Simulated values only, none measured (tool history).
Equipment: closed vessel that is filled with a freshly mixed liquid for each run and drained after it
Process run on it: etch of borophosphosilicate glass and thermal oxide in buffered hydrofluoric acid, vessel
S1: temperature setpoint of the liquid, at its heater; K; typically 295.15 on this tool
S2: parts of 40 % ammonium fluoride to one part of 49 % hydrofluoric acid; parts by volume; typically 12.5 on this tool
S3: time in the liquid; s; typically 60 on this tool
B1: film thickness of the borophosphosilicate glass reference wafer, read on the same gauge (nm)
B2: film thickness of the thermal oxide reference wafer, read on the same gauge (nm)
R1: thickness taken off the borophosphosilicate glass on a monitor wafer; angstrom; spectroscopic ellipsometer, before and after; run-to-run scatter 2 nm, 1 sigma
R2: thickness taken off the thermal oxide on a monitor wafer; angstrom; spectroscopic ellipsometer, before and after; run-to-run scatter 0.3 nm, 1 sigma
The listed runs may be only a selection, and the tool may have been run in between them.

run,hour,S1,S2,S3,B1,B2,R1,R2
1,0,295.15,16,60,69.97,50.01,1639.9,444.5
2,54.2,295.15,16,60,70.01,50,1656.6,445.6
3,122.2,295.15,12.5,60,69.99,50.01,2129.2,564.3
4,148,295.15,12.5,60,70.02,50.01,2103.4,570.4
5,208.7,295.15,12.5,60,69.99,49.99,2142.3,569
6,272.2,295.15,12.5,60,70.03,49.98,2139,576.4
7,328.9,295.15,12.5,60,70.02,50,2136.1,577.6
8,425.2,295.15,12.5,60,70,50.03,2015.6,538.5
9,482.5,295.15,10,60,69.99,50,2476.6,671.1
10,542,296.65,16,60,69.98,50.03,1738,463.9
11,586.9,295.15,12.5,60,70.01,49.98,1980.1,544.2
12,640.2,295.15,12.5,60,70.01,50.01,2042.4,549.2
13,665.5,290.65,9,70,69.99,50.03,2483.3,659.7
14,695.8,295.15,9.5,30,70,50.01,1298.6,350
15,763.7,295.15,11,60,70,50.03,2302.7,629.7
16,829.2,295.15,12.5,60,69.99,50.01,2067.4,550.7
17,857.3,295.15,12.5,30,70.04,49.96,1032.6,278.5
18,888.2,298.65,17,45,69.99,49.96,1391,372.5
19,914.6,295.15,14,60,70,49.94,1837.9,496.6
20,947.8,295.15,9,60,69.99,50.02,2839.4,746.2
21,1009.3,295.15,12.5,60,69.99,50.03,2060,560
22,1052.6,299.15,15.5,35,70,50.02,1216.4,329.3
23,1164.4,295.15,12.5,75,69.98,50,2624.5,707.9
24,1369.6,298.65,14.5,50,69.99,49.94,1866.3,500.9
25,1437,295.15,12.5,60,69.99,49.99,1975.2,535.2

Withheld: 4 entries from between the runs. Position of each, and hidden state at the listed run before versus the listed run after:
From run 7 to run 8: hydrofluoric acid flow meter replaced (hour 352.3)
  hydrofluoric acid flow above the setpoint (%): 8.21 -> 1.31
  the result without the hidden state subtracted from the measured one, R1: +159.7 -> +25.8 angstrom; R2: +42.9 -> +6.9 angstrom
From run 11 to run 12: thermometer replaced (hour 637.3)
  hydrofluoric acid flow above the setpoint (%): 2.39 -> 2.74
  the result without the hidden state subtracted from the measured one, R1: +45.4 -> +53.6 angstrom; R2: +12.4 -> +14.3 angstrom
From run 20 to run 21: gauge calibrated (hour 954.8)
  hydrofluoric acid flow above the setpoint (%): 4.78 -> 5.19
  the result without the hidden state subtracted from the measured one, R1: +141.9 -> +100.1 angstrom; R2: +37 -> +27 angstrom
From run 24 to run 25: hydrofluoric acid flow meter replaced (hour 1388.4)
  hydrofluoric acid flow above the setpoint (%): 7.58 -> 0.879
  the result without the hidden state subtracted from the measured one, R1: +129.6 -> +17 angstrom; R2: +34.6 -> +4.6 angstrom
